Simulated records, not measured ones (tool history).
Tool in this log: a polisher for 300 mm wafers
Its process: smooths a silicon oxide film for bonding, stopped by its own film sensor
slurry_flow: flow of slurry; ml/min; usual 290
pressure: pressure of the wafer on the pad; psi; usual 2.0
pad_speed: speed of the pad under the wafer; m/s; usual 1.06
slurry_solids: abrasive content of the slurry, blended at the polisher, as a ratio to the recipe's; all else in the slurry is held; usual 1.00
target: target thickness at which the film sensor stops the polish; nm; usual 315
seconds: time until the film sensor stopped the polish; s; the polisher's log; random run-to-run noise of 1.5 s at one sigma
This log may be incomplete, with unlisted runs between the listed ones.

| run | day | slurry_flow | pressure | pad_speed | slurry_solids | target | wafers since the last listed run | wafers polished on this pad | hours since the slurry nozzle was cleaned | hours since the head pressure was calibrated | hours since the slurry blender was calibrated | incoming thickness of the incoming film, nm | seconds |
|---|---|---|---|---|---|---|---|---|---|---|---|---|---|
| 1 | 0.000 | 290 | 2.0 | 1.06 | 0.80 | 315 | 0 | 728 | 162.5 | 322.8 | 73.9 | 389.4 | 104.0 |
| 2 | 0.296 | 290 | 2.0 | 1.06 | 1.00 | 315 | 54 | 783 | 169.6 | 329.9 | 81.0 | 384.6 | 91.8 |
| 3 | 0.642 | 290 | 2.0 | 1.06 | 1.00 | 315 | 64 | 847 | 177.9 | 338.2 | 89.3 | 385.7 | 91.7 |
| 4 | 1.846 | 290 | 2.0 | 1.06 | 1.00 | 315 | 223 | 1071 | 206.8 | 367.1 | 118.2 | 384.7 | 91.2 |
| 5 | 2.112 | 290 | 2.0 | 1.06 | 1.00 | 315 | 49 | 1120 | 213.2 | 373.5 | 124.6 | 391.9 | 101.9 |
| 6 | 2.700 | 290 | 2.0 | 1.06 | 1.00 | 315 | 108 | 1229 | 227.3 | 387.6 | 138.7 | 390.0 | 98.4 |
| 7 | 3.112 | 290 | 2.0 | 1.06 | 1.00 | 315 | 76 | 1306 | 237.2 | 397.5 | 148.6 | 387.5 | 93.8 |
| 8 | 3.754 | 290 | 2.0 | 1.06 | 1.00 | 315 | 119 | 1425 | 252.6 | 412.9 | 164.0 | 394.6 | 102.0 |
| 9 | 4.175 | 290 | 2.0 | 1.06 | 1.00 | 315 | 78 | 1503 | 262.7 | 423.0 | 174.1 | 389.4 | 100.0 |
|  | 4.383 | worn pad replaced by a new one |
| 10 | 4.508 | 290 | 2.0 | 1.06 | 1.00 | 315 | 30 | 22 | 270.7 | 431.0 | 182.1 | 383.9 | 90.9 |
| 11 | 5.008 | 290 | 2.0 | 1.06 | 1.00 | 322 | 92 | 115 | 282.7 | 443.0 | 194.1 | 387.0 | 85.5 |
| 12 | 5.738 | 290 | 2.0 | 1.26 | 1.00 | 315 | 135 | 250 | 300.2 | 460.5 | 211.6 | 389.8 | 90.7 |
| 13 | 6.271 | 290 | 2.0 | 1.06 | 1.00 | 315 | 98 | 349 | 313.0 | 473.3 | 224.4 | 389.6 | 101.1 |
| 14 | 6.975 | 290 | 2.0 | 1.06 | 1.00 | 315 | 130 | 480 | 329.9 | 490.2 | 241.3 | 395.1 | 108.6 |
| 15 | 7.692 | 290 | 2.0 | 0.84 | 1.00 | 329 | 132 | 613 | 347.1 | 507.4 | 258.5 | 389.8 | 92.8 |
| 16 | 7.971 | 345 | 2.0 | 1.22 | 1.00 | 315 | 51 | 665 | 353.8 | 514.1 | 265.2 | 393.4 | 99.8 |
| 17 | 8.417 | 225 | 1.5 | 0.88 | 1.00 | 315 | 82 | 747 | 364.5 | 524.8 | 275.9 | 383.5 | 141.1 |
| 18 | 9.112 | 290 | 2.0 | 1.06 | 1.00 | 315 | 129 | 877 | 381.2 | 541.5 | 292.6 | 387.0 | 97.6 |
| 19 | 9.767 | 290 | 2.0 | 1.06 | 1.00 | 315 | 121 | 998 | 396.9 | 557.2 | 308.3 | 389.0 | 97.9 |
| 20 | 10.125 | 290 | 1.6 | 1.06 | 1.10 | 315 | 66 | 1064 | 405.5 | 565.8 | 316.9 | 386.8 | 117.6 |
|  | 10.671 | slurry nozzle cleaned |
| 21 | 10.779 | 290 | 2.3 | 1.34 | 1.00 | 331 | 113 | 1178 | 2.6 | 581.5 | 332.6 | 393.9 | 69.4 |
|  | 10.929 | head pressure recalibrated |
| 22 | 11.171 | 290 | 2.0 | 1.06 | 1.00 | 315 | 57 | 1235 | 12.0 | 5.8 | 342.0 | 393.5 | 98.9 |
|  | 11.288 | slurry blender recalibrated |
|  | 11.392 | worn pad replaced by a new one |
| 23 | 11.538 | 290 | 1.5 | 1.30 | 0.90 | 336 | 33 | 26 | 20.8 | 14.6 | 6.0 | 381.4 | 75.3 |
| 24 | 12.038 | 290 | 2.0 | 1.06 | 1.00 | 315 | 92 | 119 | 32.8 | 26.6 | 18.0 | 390.1 | 97.1 |
| 25 | 12.308 | 290 | 2.0 | 1.06 | 1.00 | 315 | 50 | 169 | 39.3 | 33.1 | 24.5 | 393.3 | 99.8 |
| 26 | 12.562 | 265 | 2.4 | 1.18 | 1.00 | 297 | 47 | 217 | 45.4 | 39.2 | 30.6 | 392.1 | 96.4 |
| 27 | 13.179 | 290 | 2.0 | 1.06 | 1.00 | 315 | 114 | 331 | 60.2 | 54.0 | 45.4 | 385.0 | 89.3 |
| 28 | 13.796 | 335 | 2.0 | 0.90 | 1.00 | 315 | 114 | 445 | 75.0 | 68.8 | 60.2 | 388.9 | 102.8 |
| 29 | 14.500 | 195 | 1.4 | 1.06 | 1.00 | 308 | 130 | 576 | 91.9 | 85.7 | 77.1 | 387.2 | 148.6 |
| 30 | 15.000 | 290 | 1.3 | 1.06 | 1.00 | 315 | 92 | 669 | 103.9 | 97.7 | 89.1 | 397.2 | 160.4 |

What differs in the tool's unlogged condition from the final listed run ahead of each entry between runs to the first listed run following it?
Runs 9 to 10: worn pad replaced by a new one (day 4.383)
  deviation of the head's pressure from its setpoint, %: -3.93 -> -4.14
  measured value less the no-hidden-state value, seconds: +4.0 -> +3.7 s
Runs 20 to 21: slurry nozzle cleaned (day 10.671)
  deviation of the head's pressure from its setpoint, %: -8.27 -> -8.82
  measured value less the no-hidden-state value, seconds: +9.7 -> +6.2 s
Runs 21 to 22: head pressure recalibrated (day 10.929)
  deviation of the head's pressure from its setpoint, %: -8.82 -> -0.987
  measured value less the no-hidden-state value, seconds: +6.2 -> +0.9 s
Runs 22 to 23: slurry blender recalibrated (day 11.288); worn pad replaced by a new one (day 11.392)
  deviation of the head's pressure from its setpoint, %: -0.987 -> -0.993
  measured value less the no-hidden-state value, seconds: +0.9 -> +0.8 s

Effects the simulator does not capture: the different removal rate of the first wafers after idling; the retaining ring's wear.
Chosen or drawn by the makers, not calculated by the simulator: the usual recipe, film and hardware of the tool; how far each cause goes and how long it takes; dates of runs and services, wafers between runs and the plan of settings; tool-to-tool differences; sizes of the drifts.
